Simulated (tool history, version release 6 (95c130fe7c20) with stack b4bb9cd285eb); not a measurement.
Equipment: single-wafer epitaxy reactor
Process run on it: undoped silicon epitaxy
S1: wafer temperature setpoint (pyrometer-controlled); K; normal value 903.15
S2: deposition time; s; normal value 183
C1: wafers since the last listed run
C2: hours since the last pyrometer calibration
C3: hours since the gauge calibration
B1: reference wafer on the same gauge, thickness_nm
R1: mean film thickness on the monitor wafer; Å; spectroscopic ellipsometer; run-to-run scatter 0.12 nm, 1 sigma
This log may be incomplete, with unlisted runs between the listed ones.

run	hour	S1	S2	C1	C2	C3	B1	R1
1	0	908.15	183	0	1264.7	866.1	23.649	209.6
2	55.5	908.15	183	623	1320.2	921.6	23.595	207.06
3	106.9	908.15	183	577	1371.6	973	23.568	210.6
4	163.3	903.15	212	633	1428	1029.4	23.624	220.23
5	229	892.15	183	737	1493.7	1095.1	23.591	151.21
6	269.9	892.15	183	459	1534.6	1136	23.631	148.92
7	300.1	892.15	183	339	1564.8	1166.2	23.595	149.42
8	344.9	903.15	183	502	1609.6	1211	23.662	186.59
9	405	903.15	183	674	1669.7	1271.1	23.622	188.07
10	430	903.15	183	280	1694.7	1296.1	23.595	187.58
11	491.7	903.15	183	692	1756.4	1357.8	23.634	187.29
12	542.6	903.15	200	571	1807.3	1408.7	23.574	204.25
13	569.7	903.15	200	304	1834.4	1435.8	23.635	204.96
14	641.3	916.15	214	803	1906	1507.4	23.621	283.46
15	665.6	903.15	183	272	1930.3	1531.7	23.618	185.75
# hour 679.7: pyrometer calibrated
# hour 701.7: gauge calibrated
16	721.8	913.15	183	541	42.1	20.1	23.602	259.14
17	778	897.15	183	630	98.3	76.3	23.626	189.18
18	841.8	903.15	183	716	162.1	140.1	23.619	210.58
19	872.1	914.15	197	340	192.4	170.4	23.629	282.27
20	901.7	903.15	183	332	222	200	23.635	209.25
21	935.7	903.15	183	381	256	234	23.625	206.74
22	1005.8	896.15	183	786	326.1	304.1	23.614	177.39
23	1201.4	914.15	199	2195	521.7	499.7	23.578	271.72
24	1231.5	896.15	183	337	551.8	529.8	23.595	173.8
25	1273.8	903.15	160	474	594.1	572.1	23.685	176.15
26	1315.4	903.15	156	467	635.7	613.7	23.655	171.84

How would selected steps in R1 from run to run divide? Give the signed amount a tool lacking its hidden state would still show from settings, what came in and random variation, and the signed amount left for the hidden state, including any gauge scatter that is not in both of the compared results.
The hidden state here: wafer temperature above the value expected at the setpoint (K); gauge reads high (%).
Run 14 -> 15: S1 916.15 -> 903.15, S2 214 -> 183. R1 -97.71 Å: hidden state +12.36, all else -110.07.
Run 15 -> 16: S1 903.15 -> 913.15, pyrometer calibrated, gauge calibrated. R1 +73.39 Å: hidden state +27.28, all else +46.11.
Run 23 -> 24: S1 914.15 -> 896.15, S2 199 -> 183. R1 -97.92 Å: hidden state +4.28, all else -102.2.
